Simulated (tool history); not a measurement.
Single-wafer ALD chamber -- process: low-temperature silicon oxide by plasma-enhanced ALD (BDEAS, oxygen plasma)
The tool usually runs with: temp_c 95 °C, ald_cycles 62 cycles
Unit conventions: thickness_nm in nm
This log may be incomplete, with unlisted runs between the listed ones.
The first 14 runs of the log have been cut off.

| run | hour | temp_c | ald_cycles | read-back reference wafer on the same gauge, thickness_nm | thickness_nm |
|---|---|---|---|---|---|
| 15 | 750.3 | 95 | 62 | 8.934 | 8.798 |
| 16 | 794.7 | 95 | 62 | 8.933 | 8.808 |
| 17 | 853.8 | 108 | 58 | 8.921 | 7.946 |
| 18 | 893.4 | 95 | 56 | 8.93 | 7.932 |
| 19 | 918.4 | 103 | 54 | 8.919 | 7.46 |
| 20 | 964 | 80 | 62 | 8.931 | 9.218 |
| 21 | 1019.6 | 95 | 57 | 8.932 | 8.093 |
| 22 | 1077.9 | 95 | 62 | 8.933 | 8.773 |
| 23 | 1105 | 88 | 58 | 8.935 | 8.441 |
|  | 1249.2 | thermocouple changed; heater temperature recalibrated |
| 24 | 1254.9 | 95 | 62 | 8.926 | 8.608 |
|  | 1384 | gauge calibrated |
| 25 | 1464.5 | 95 | 62 | 8.93 | 8.65 |
| 26 | 1502.4 | 88 | 58 | 8.932 | 8.264 |
| 27 | 1534.5 | 106 | 70 | 8.934 | 9.447 |
| 28 | 1712.2 | 80 | 72 | 8.927 | 10.585 |
| 29 | 1767.6 | 90 | 58 | 8.925 | 8.272 |
| 30 | 1806.4 | 84 | 69 | 8.924 | 10.005 |
| 31 | 1832.5 | 107 | 67 | 8.925 | 9.129 |
| 32 | 1892.9 | 95 | 65 | 8.934 | 9.144 |

Consider 4 possible next runs. They are alternatives, not a sequence: every one starts from the tool as it was left by run 32. What does each give?
| A | 1893.4 | 95 | 62 | ? | ? |
| B | 1893.4 | 88 | 62 | ? | ? |
| C | 1893.4 | 95 | 55 | ? | ? |
| D | 1893.4 | 105 | 74 | ? | ? |

| run | read-back reference wafer on the same gauge, thickness_nm | thickness_nm |
|---|---|---|
| A | 8.93 | 8.683 |
| B | 8.93 | 8.876 |
| C | 8.93 | 7.703 |
| D | 8.93 | 10.049 |
With no hidden state in the tool, these same runs would have given:
| run | thickness_nm |
|---|---|
| A | 8.584 |
| B | 8.776 |
| C | 7.614 |
| D | 9.99 |

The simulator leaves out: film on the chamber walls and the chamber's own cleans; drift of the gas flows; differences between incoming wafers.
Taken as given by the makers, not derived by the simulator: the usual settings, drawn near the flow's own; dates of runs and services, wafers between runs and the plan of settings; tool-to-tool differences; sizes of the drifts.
